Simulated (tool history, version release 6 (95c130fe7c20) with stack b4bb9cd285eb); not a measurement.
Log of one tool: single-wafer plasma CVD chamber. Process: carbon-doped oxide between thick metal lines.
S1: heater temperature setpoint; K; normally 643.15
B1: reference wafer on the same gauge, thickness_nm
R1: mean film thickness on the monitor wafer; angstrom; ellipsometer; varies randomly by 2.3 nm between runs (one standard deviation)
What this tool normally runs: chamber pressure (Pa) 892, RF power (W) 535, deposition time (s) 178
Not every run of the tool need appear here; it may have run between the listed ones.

{"run": 1, "day": 0.0, "S1": 643.15, "chamber pressure (Pa)": 892, "RF power (W)": 510, "deposition time (s)": 178, "B1": 791.715, "R1": 7851.02}
{"run": 2, "day": 1.358, "S1": 643.15, "chamber pressure (Pa)": 892, "RF power (W)": 510, "deposition time (s)": 178, "B1": 792.283, "R1": 7880.56}
{"run": 3, "day": 1.875, "S1": 643.15, "chamber pressure (Pa)": 892, "RF power (W)": 535, "deposition time (s)": 178, "B1": 792.364, "R1": 8211.85}
{"run": 4, "day": 2.942, "S1": 643.15, "chamber pressure (Pa)": 892, "RF power (W)": 535, "deposition time (s)": 178, "B1": 791.56, "R1": 8241.6}
{"run": 5, "day": 3.629, "S1": 643.15, "chamber pressure (Pa)": 892, "RF power (W)": 535, "deposition time (s)": 191, "B1": 791.225, "R1": 8821.63}
{"run": 6, "day": 4.167, "S1": 643.15, "chamber pressure (Pa)": 892, "RF power (W)": 535, "deposition time (s)": 191, "B1": 792.085, "R1": 8840.79}
{"day": 5.025, "done": "gauge calibrated"}
{"day": 5.354, "done": "showerhead replaced"}
{"run": 7, "day": 5.412, "S1": 643.15, "chamber pressure (Pa)": 892, "RF power (W)": 535, "deposition time (s)": 191, "B1": 792.017, "R1": 8801.41}
{"run": 8, "day": 6.171, "S1": 643.15, "chamber pressure (Pa)": 892, "RF power (W)": 535, "deposition time (s)": 178, "B1": 791.822, "R1": 8227.41}
{"run": 9, "day": 6.733, "S1": 643.15, "chamber pressure (Pa)": 892, "RF power (W)": 535, "deposition time (s)": 178, "B1": 792.493, "R1": 8233.28}
{"run": 10, "day": 7.646, "S1": 643.15, "chamber pressure (Pa)": 892, "RF power (W)": 535, "deposition time (s)": 178, "B1": 792.228, "R1": 8227.35}
{"day": 8.058, "done": "capacitance manometer re-zeroed and calibrated"}
{"day": 9.004, "done": "RF generator calibrated"}
{"run": 11, "day": 9.025, "S1": 643.15, "chamber pressure (Pa)": 1036, "RF power (W)": 535, "deposition time (s)": 148, "B1": 791.795, "R1": 7251.97}
{"run": 12, "day": 9.779, "S1": 643.15, "chamber pressure (Pa)": 892, "RF power (W)": 535, "deposition time (s)": 178, "B1": 791.542, "R1": 8630.12}
{"run": 13, "day": 10.442, "S1": 650.15, "chamber pressure (Pa)": 892, "RF power (W)": 575, "deposition time (s)": 178, "B1": 791.877, "R1": 9082.22}

Forecast run 14:
{"run": 14, "day": 11.654, "S1": 643.15, "chamber pressure (Pa)": 892, "RF power (W)": 535, "deposition time (s)": 178, "B1": "?", "R1": "?"}

For run 14 the tool returned B1 791.525, R1 8535.73 angstrom.
Were there no unlogged condition in the tool, this run, its random variation unchanged, would have produced R1 8705.70 angstrom.
